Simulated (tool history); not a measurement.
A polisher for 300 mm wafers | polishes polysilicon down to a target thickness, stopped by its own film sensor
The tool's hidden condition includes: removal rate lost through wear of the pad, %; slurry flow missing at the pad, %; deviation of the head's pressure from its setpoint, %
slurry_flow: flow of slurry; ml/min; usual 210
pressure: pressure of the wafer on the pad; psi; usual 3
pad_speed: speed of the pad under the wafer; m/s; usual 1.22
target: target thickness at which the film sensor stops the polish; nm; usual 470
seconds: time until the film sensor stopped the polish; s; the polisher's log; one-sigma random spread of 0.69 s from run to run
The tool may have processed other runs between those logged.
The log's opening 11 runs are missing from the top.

| run | hour | slurry_flow | pressure | pad_speed | target | wafers since the last listed run | wafers polished on this pad | hours since the slurry nozzle was cleaned | hours since the head pressure was calibrated | incoming thickness of the incoming film, nm | seconds |
|---|---|---|---|---|---|---|---|---|---|---|---|
| 12 | 311.1 | 210 | 2.5 | 1.22 | 470 | 299 | 1173 | 284.1 | 365.1 | 985.7 | 54.7 |
| 13 | 327.3 | 210 | 3 | 1.22 | 470 | 144 | 1318 | 300.3 | 381.3 | 995 | 50.4 |
|  | 371.9 | worn pad replaced by a new one |
| 14 | 402.2 | 210 | 3 | 1.22 | 470 | 631 | 269 | 375.2 | 456.2 | 988.3 | 49.2 |
| 15 | 414.3 | 210 | 3 | 1.22 | 470 | 107 | 377 | 387.3 | 468.3 | 1010.4 | 52.3 |
|  | 415.6 | slurry nozzle cleaned |
| 16 | 431.6 | 210 | 2.5 | 0.92 | 470 | 145 | 522 | 16 | 485.6 | 993.3 | 71.1 |
| 17 | 460.2 | 210 | 3 | 1.22 | 470 | 254 | 777 | 44.6 | 514.2 | 998.8 | 47 |
| 18 | 483.2 | 155 | 3 | 1.36 | 470 | 204 | 982 | 67.6 | 537.2 | 1007.1 | 44.7 |
|  | 558.6 | worn pad replaced by a new one |
|  | 560.1 | head pressure recalibrated |
| 19 | 586.6 | 210 | 3 | 1.22 | 470 | 871 | 235 | 171 | 26.5 | 987.8 | 44.2 |
| 20 | 612.9 | 210 | 3 | 0.94 | 470 | 234 | 470 | 197.3 | 52.8 | 989.6 | 56.6 |
| 21 | 646.3 | 160 | 2.2 | 0.8 | 470 | 297 | 767 | 230.7 | 86.2 | 1007.5 | 95.1 |
| 22 | 675.4 | 210 | 2.2 | 1.22 | 550 | 259 | 1026 | 259.8 | 115.3 | 991.4 | 51.7 |
| 23 | 694 | 210 | 3 | 1.22 | 470 | 165 | 1192 | 278.4 | 133.9 | 987.4 | 47.9 |
|  | 719.8 | worn pad replaced by a new one |
| 24 | 723.2 | 210 | 3.8 | 1.22 | 584 | 224 | 30 | 307.6 | 163.1 | 1000.7 | 30.6 |
| 25 | 739.1 | 165 | 3 | 1.22 | 622 | 141 | 171 | 323.5 | 179 | 997 | 35.9 |
| 26 | 764.6 | 280 | 3 | 1.22 | 470 | 227 | 398 | 349 | 204.5 | 988.8 | 44.5 |
| 27 | 783 | 150 | 3 | 1.22 | 470 | 163 | 562 | 367.4 | 222.9 | 1019 | 57.5 |
|  | 793.2 | slurry nozzle cleaned |
| 28 | 813.8 | 210 | 3 | 1.22 | 470 | 265 | 827 | 20.6 | 253.7 | 1001.5 | 47.5 |
| 29 | 844 | 145 | 2 | 0.86 | 640 | 268 | 1096 | 50.8 | 283.9 | 1004.2 | 66.7 |
| 30 | 878.1 | 255 | 3.6 | 1.48 | 358 | 303 | 1400 | 84.9 | 318 | 1005.7 | 41.7 |
| 31 | 894.4 | 265 | 3 | 1.22 | 470 | 145 | 1545 | 101.2 | 334.3 | 1014 | 50.8 |
|  | 909.3 | worn pad replaced by a new one |
| 32 | 913.7 | 210 | 3.7 | 1.22 | 406 | 136 | 39 | 120.5 | 353.6 | 980.4 | 40.4 |

What if the next run were any one of these 5? Each begins from the tool's condition after run 32:
| A | 914.1 | 210 | 3 | 1.22 | 630 | 3 | 43 | 120.9 | 354 | 1019.3 | ? |
| B | 914.1 | 210 | 2.1 | 1.22 | 470 | 3 | 43 | 120.9 | 354 | 1019.3 | ? |
| C | 914.1 | 210 | 3.6 | 1.34 | 310 | 3 | 43 | 120.9 | 354 | 1019.3 | ? |
| D | 914.1 | 170 | 3 | 1.6 | 470 | 3 | 43 | 120.9 | 354 | 1019.3 | ? |
| E | 914.1 | 210 | 2.6 | 1.1 | 470 | 3 | 43 | 120.9 | 354 | 1019.3 | ? |

| run | seconds |
|---|---|
| A | 34 |
| B | 63.3 |
| C | 48.6 |
| D | 38 |
| E | 59.6 |
Stripped of hidden state, with their random variation kept, the same runs would have yielded:
| run | seconds |
|---|---|
| A | 33.2 |
| B | 61.7 |
| C | 47.4 |
| D | 36.9 |
| E | 58.1 |

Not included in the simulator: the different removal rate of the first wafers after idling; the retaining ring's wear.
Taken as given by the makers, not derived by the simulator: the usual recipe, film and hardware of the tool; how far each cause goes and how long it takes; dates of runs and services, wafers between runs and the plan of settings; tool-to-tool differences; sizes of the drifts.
